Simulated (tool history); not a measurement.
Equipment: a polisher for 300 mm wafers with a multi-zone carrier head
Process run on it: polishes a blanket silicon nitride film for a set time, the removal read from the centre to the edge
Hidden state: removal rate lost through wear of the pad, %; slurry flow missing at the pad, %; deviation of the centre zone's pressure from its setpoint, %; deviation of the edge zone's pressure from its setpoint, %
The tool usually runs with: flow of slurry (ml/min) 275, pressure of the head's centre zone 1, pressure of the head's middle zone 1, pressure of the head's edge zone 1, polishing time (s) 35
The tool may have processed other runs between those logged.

run   hour  flow of slurry (ml/min)  pressure of the head's centre zone  pressure of the head's middle zone  pressure of the head's edge zone  polishing time (s)  wafers since the last listed run  wafers polished on this pad  hours since the slurry nozzle was cleaned  hours since the centre zone pressure was calibrated  hours since the edge zone pressure was calibrated  hours since the carrier head's membrane was replaced  incoming thickness of the incoming film, nm  film removed at the wafer's centre (nm)  film removed at mid-radius (nm)  film removed at the wafer's edge (nm)
  1      0                      275                                   1                                   1                                 1                  35                                 0                          215                                       70.1                                                744.8                                               31.6                                                1065.6                                        714.4                                     40.3                             44.4                                   44.5
  2   23.3                      275                                   1                                   1                                 1                  35                               193                          409                                       93.4                                                768.1                                               54.9                                                1088.9                                        700.6                                     38.8                             42.7                                   43.5
  3   50.5                      275                                   1                                   1                                 1                  35                               226                          635                                      120.6                                                795.3                                               82.1                                                1116.1                                          695                                     37.7                             41.9                                   42.3
  4   64.2                      275                                   1                                   1                                 1                  35                               113                          749                                      134.3                                                  809                                               95.8                                                1129.8                                        699.7                                     37.9                             41.8                                   41.7
      82.7  -- worn pad replaced by a new one
  5   92.2                      275                                   1                                   1                                 1                  35                               199                           78                                      162.3                                                  837                                              123.8                                                1157.8                                        698.2                                     39.6                             44.7                                   44.4
  6  121.7                      275                                   1                                1.06                                 1                  35                               245                          323                                      191.8                                                866.5                                              153.3                                                1187.3                                        694.5                                       38                             44.9                                   42.8
  7  152.6                      275                                   1                                1.06                                 1                  35                               256                          580                                      222.7                                                897.4                                              184.2                                                1218.2                                        706.9                                     36.6                             44.8                                   42.2
     176.8  -- worn pad replaced by a new one
  8  177.6                      275                                   1                                1.04                                 1                  35                               174                            6                                      247.7                                                922.4                                              209.2                                                1243.2                                        696.8                                     40.4                             47.6                                   46.3
     191.6  -- centre zone pressure recalibrated
  9  211.4                      275                                   1                                   1                                 1                  35                               264                          270                                      281.5                                                 19.8                                                243                                                  1277                                        702.7                                     43.5                               44                                   42.5
 10  231.2                      275                                   1                                   1                                 1                  35                               164                          435                                      301.3                                                 39.6                                              262.8                                                1296.8                                        693.6                                     41.8                             43.1                                   43.2
 11  247.4                      275                                 0.9                                1.04                                 1                  35                               134                          569                                      317.5                                                 55.8                                                279                                                  1313                                          705                                     37.3                             44.4                                     42
     274.8  -- edge zone pressure recalibrated
     274.9  -- worn pad replaced by a new one
 12  278.2                      355                                0.93                                0.96                                 1                  43                               238                           27                                      348.3                                                 86.6                                                3.4                                                1343.8                                        706.7                                     53.7                               56                                   56.1
 13  295.1                      275                                   1                                   1                                 1                  35                               140                          168                                      365.2                                                103.5                                               20.3                                                1360.7                                          696                                     44.5                             44.3                                   43.2
 14  308.6                      215                                0.93                                0.89                                 1                  39                               112                          280                                      378.7                                                  117                                               33.8                                                1374.2                                        700.7                                     43.1                             43.4                                   47.7
 15  325.9                      275                                   1                                0.92                                 1                  35                               143                          424                                        396                                                134.3                                               51.1                                                1391.5                                          708                                     43.1                             40.2                                   42.6
 16  343.6                      275                                   1                                   1                                 1                  35                               147                          571                                      413.7                                                  152                                               68.8                                                1409.2                                        703.1                                     41.9                             42.9                                   42.4
       354  -- carrier head's membrane replaced by a new one
     367.8  -- worn pad replaced by a new one
 17  374.6                      275                                1.08                                   1                                 1                  35                               182                           56                                      444.7                                                  183                                               99.8                                                  20.6                                        698.6                                     48.3                             45.6                                   46.2
     381.4  -- slurry nozzle cleaned
 18  397.9                      335                                   1                                   1                              0.97                  35                               185                          241                                       16.5                                                206.3                                              123.1                                                  43.9                                        703.9                                     44.5                             44.9                                   44.3

Run 19 has not been measured yet. What should we expect?
 19  433.1                      275                                   1                                   1                                 1                  35                               292                          534                                       51.7                                                241.5                                              158.3                                                  79.1                                        709.1                                        ?                                ?                                      ?

{"run 19": {"film removed at the wafer's centre (nm)": 42.1, "film removed at mid-radius (nm)": 43.1, "film removed at the wafer's edge (nm)": 42.1}}
Without the tool's hidden state the same run would have given film removed at the wafer's centre (nm) 46.3, film removed at mid-radius (nm) 47.5, film removed at the wafer's edge (nm) 46.4.
